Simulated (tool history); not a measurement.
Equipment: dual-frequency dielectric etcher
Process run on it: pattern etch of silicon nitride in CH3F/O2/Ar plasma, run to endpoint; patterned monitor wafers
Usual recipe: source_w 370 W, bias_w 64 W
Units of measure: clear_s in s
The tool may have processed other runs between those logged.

| run | hour | source_w | bias_w | incoming incoming film thickness, nm | clear_s |
|---|---|---|---|---|---|
| 1 | 0.0 | 370 | 64 | 43.30 | 72.6 |
| 2 | 33.8 | 370 | 64 | 43.07 | 73.1 |
| 3 | 50.4 | 370 | 64 | 42.97 | 72.6 |
| 4 | 77.3 | 370 | 64 | 43.05 | 71.9 |
| 5 | 107.2 | 370 | 64 | 43.93 | 75.0 |
|  | 140.1 | wet clean of the chamber |
| 6 | 140.6 | 370 | 64 | 43.67 | 72.1 |
| 7 | 143.7 | 370 | 64 | 43.66 | 70.4 |
| 8 | 205.5 | 370 | 64 | 43.28 | 71.3 |
| 9 | 222.7 | 370 | 64 | 43.19 | 72.1 |
| 10 | 249.2 | 370 | 64 | 43.26 | 70.1 |
| 11 | 277.8 | 370 | 64 | 43.47 | 72.1 |
| 12 | 304.8 | 370 | 64 | 43.59 | 73.2 |
|  | 334.9 | upper electrode replaced |
| 13 | 335.4 | 370 | 64 | 43.49 | 71.9 |
| 14 | 361.7 | 370 | 64 | 43.07 | 73.0 |
| 15 | 453.2 | 370 | 64 | 43.40 | 73.4 |
|  | 495.4 | wet clean of the chamber |
| 16 | 495.9 | 370 | 64 | 43.11 | 69.6 |
| 17 | 511.0 | 370 | 64 | 43.17 | 69.1 |
| 18 | 556.2 | 460 | 50 | 42.95 | 69.6 |
| 19 | 581.5 | 420 | 64 | 43.33 | 67.5 |
|  | 592.6 | bias power generator calibrated |
| 20 | 602.2 | 340 | 68 | 43.16 | 71.7 |
| 21 | 634.7 | 440 | 73 | 43.09 | 63.5 |
| 22 | 648.6 | 410 | 53 | 42.94 | 72.6 |
|  | 730.2 | source power generator calibrated |
| 23 | 755.7 | 350 | 75 | 43.34 | 70.8 |
| 24 | 770.9 | 320 | 64 | 43.61 | 76.0 |
|  | 818.4 | wet clean of the chamber |
| 25 | 818.9 | 370 | 64 | 43.37 | 70.6 |
| 26 | 835.7 | 310 | 53 | 43.42 | 80.5 |
| 27 | 850.3 | 370 | 64 | 43.54 | 70.7 |
| 28 | 879.5 | 410 | 60 | 43.26 | 68.8 |
| 29 | 913.0 | 300 | 50 | 43.35 | 82.6 |
| 30 | 928.2 | 370 | 64 | 43.08 | 70.3 |
| 31 | 962.2 | 370 | 64 | 43.41 | 71.5 |
| 32 | 990.1 | 370 | 77 | 43.54 | 68.6 |
| 33 | 1005.0 | 420 | 55 | 43.21 | 71.5 |
| 34 | 1018.8 | 450 | 78 | 43.16 | 63.0 |
| 35 | 1050.2 | 370 | 68 | 43.25 | 71.0 |

Exercise: give the hidden state of the tool at every run:
source power that arrives over what is set, %: 0 on each run
bias power that arrives over what is set, %: 0 on each run
H1: etch rate over this chamber's usual, %
| run | H1 |
|---|---|
| 1 | -3.74 |
| 2 | -4.23 |
| 3 | -4.48 |
| 4 | -4.87 |
| 5 | -5.31 |
| 6 | -0.271 |
| 7 | -0.317 |
| 8 | -1.22 |
| 9 | -1.47 |
| 10 | -1.86 |
| 11 | -2.28 |
| 12 | -2.67 |
| 13 | -3.12 |
| 14 | -3.51 |
| 15 | -4.85 |
| 16 | 0.483 |
| 17 | 0.262 |
| 18 | -0.399 |
| 19 | -0.77 |
| 20 | -1.07 |
| 21 | -1.55 |
| 22 | -1.75 |
| 23 | -3.32 |
| 24 | -3.54 |
| 25 | 0.00355 |
| 26 | -0.242 |
| 27 | -0.456 |
| 28 | -0.883 |
| 29 | -1.37 |
| 30 | -1.6 |
| 31 | -2.09 |
| 32 | -2.5 |
| 33 | -2.72 |
| 34 | -2.92 |
| 35 | -3.38 |

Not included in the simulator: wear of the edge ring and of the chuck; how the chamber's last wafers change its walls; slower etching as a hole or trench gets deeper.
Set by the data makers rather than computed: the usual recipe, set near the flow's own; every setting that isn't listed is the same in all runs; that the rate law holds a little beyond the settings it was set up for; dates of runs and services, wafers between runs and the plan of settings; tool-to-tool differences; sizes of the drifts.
